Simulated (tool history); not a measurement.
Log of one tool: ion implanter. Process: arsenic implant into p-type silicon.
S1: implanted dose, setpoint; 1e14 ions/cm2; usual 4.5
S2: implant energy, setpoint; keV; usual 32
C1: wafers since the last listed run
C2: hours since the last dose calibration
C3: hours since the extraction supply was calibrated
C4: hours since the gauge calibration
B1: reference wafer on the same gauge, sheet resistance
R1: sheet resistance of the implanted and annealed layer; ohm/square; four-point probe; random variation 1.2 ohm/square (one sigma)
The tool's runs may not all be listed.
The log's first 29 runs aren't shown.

run     day    S1    S2    C1      C2      C3      C4      B1      R1
 30  64.933  3.16  38.5  1114   984.4     720   864.1   236.3  256.89
 31    66.5  5.08    36   818    1022   757.6   901.7  236.62  184.57
 32  68.508   4.5    32  1048  1070.2   805.8   949.9  236.47  205.28
 33  69.971  3.97  39.5   763  1105.3   840.9     985  237.21  218.69
 34  72.575  4.14    32  1360  1167.8   903.4  1047.5  237.45   219.7
     74.683  -- Faraday cup replaced and dose calibrated
 35  75.292  4.93  24.5  1244    14.6   968.6  1112.7   237.8  197.45
 36  76.788   4.5    32   781    50.5  1004.5  1148.6  237.39  206.16
 37  82.362   4.5    32  2911   184.3  1138.3  1282.4  238.39  204.29
 38  83.412   4.5  27.5   548   209.5  1163.5  1307.6   238.6   210.1

3 ways to go on from here, each from the tool as it stands after run 38. What would each give?
  A  83.429   4.5    32   8  209.9  1163.9  1308   ?   ?
  B  83.429  3.71  38.5   8  209.9  1163.9  1308   ?   ?
  C  83.429   4.5    40   8  209.9  1163.9  1308   ?   ?

run      B1      R1
  A  238.77  204.98
  B  238.77  230.14
  C  238.77   198.1
Without the tool's hidden state the same runs would have given:
run      R1
  A  200.26
  B  224.84
  C  193.54

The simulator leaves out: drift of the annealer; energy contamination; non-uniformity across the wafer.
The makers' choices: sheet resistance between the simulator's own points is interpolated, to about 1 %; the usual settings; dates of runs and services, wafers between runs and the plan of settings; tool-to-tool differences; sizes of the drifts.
